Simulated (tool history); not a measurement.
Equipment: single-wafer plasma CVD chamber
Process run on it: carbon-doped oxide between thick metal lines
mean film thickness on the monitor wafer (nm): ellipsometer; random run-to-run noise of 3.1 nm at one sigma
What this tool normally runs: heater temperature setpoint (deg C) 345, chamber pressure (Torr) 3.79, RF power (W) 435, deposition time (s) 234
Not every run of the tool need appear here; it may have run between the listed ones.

run,hour,heater temperature setpoint (deg C),chamber pressure (Torr),RF power (W),deposition time (s),"read-back reference wafer on the same gauge, thickness_nm",mean film thickness on the monitor wafer (nm)
1,0,345,3.79,435,234,1340.278,1159.828
2,45.4,345,3.79,435,234,1339.659,1160.476
3,109.4,345,3.79,435,234,1341.311,1159.521
4,197.3,345,3.79,435,234,1340.151,1162.948
5,281.3,345,3.79,435,234,1339.707,1159.558
6,450.4,345,3.79,435,234,1340.646,1163.96
7,536.9,345,3.79,435,234,1339.811,1160.094
8,613,345,3.79,435,234,1340.454,1169.476
9,702.2,345,3.79,435,234,1340.106,1160.379
10,795.5,350,3.79,435,234,1340.594,1142.31
11,903.1,350,3.79,435,234,1339.806,1145.093
12,982.1,350,3.79,435,234,1340.34,1146.886
13,1066.1,345,3.79,435,254,1339.594,1260.044
14,1133.7,345,3.79,435,234,1339.36,1160.086
15,1194.6,334,3.07,435,234,1340.123,1169.006
16,1251.9,345,3.79,460,195,1340.553,1006.897
17,1335.3,345,3.79,350,234,1341.545,1006.271
18,1397.9,345,3.79,435,234,1339.211,1160.976
19,1475.2,345,3.79,435,234,1340.906,1161.535
20,1522.2,345,3.79,475,234,1339.548,1221.574
21,1628.5,354,3.79,435,189,1340.762,914.692
22,1736.2,345,4.3,435,234,1340.645,1185.617
23,1788.2,359,4.61,465,214,1339.821,1104.036
24,1837.7,355,3.79,435,264,1339.232,1272.821
25,2056.5,351,4.52,460,277,1339.57,1435.117
26,2334,345,3.79,435,234,1340.052,1162.037
27,2421.3,337,3.79,435,234,1339.38,1189.9
28,2482.5,345,3.79,435,234,1339.771,1161.284
29,2559.6,333,3.79,385,258,1339.519,1229.475

Taken out of this log: 9 entries between the listed runs. Where each belongs, and how the hidden state differs across it:
Logged between run 1 and run 2: thermocouple changed; heater temperature recalibrated (hour 44.9)
  no difference in the tool's unlogged condition between these two runs
Logged between run 2 and run 3: capacitance manometer re-zeroed and calibrated (hour 108.9)
  no difference in the tool's unlogged condition between these two runs
Logged between run 12 and run 13: thermocouple changed; heater temperature recalibrated (hour 1051.7)
  no difference in the tool's unlogged condition between these two runs
Logged between run 13 and run 14: showerhead replaced (hour 1110.6)
  no difference in the tool's unlogged condition between these two runs
Logged between run 15 and run 16: capacitance manometer re-zeroed and calibrated (hour 1244.9)
  no difference in the tool's unlogged condition between these two runs
Logged between run 20 and run 21: gauge calibrated (hour 1601.6)
  no difference in the tool's unlogged condition between these two runs
Logged between run 22 and run 23: RF generator calibrated (hour 1757.8)
  no difference in the tool's unlogged condition between these two runs
Logged between run 25 and run 26: thermocouple changed; heater temperature recalibrated (hour 2185.3)
  no difference in the tool's unlogged condition between these two runs
Logged between run 26 and run 27: capacitance manometer re-zeroed and calibrated (hour 2395.2)
  no difference in the tool's unlogged condition between these two runs

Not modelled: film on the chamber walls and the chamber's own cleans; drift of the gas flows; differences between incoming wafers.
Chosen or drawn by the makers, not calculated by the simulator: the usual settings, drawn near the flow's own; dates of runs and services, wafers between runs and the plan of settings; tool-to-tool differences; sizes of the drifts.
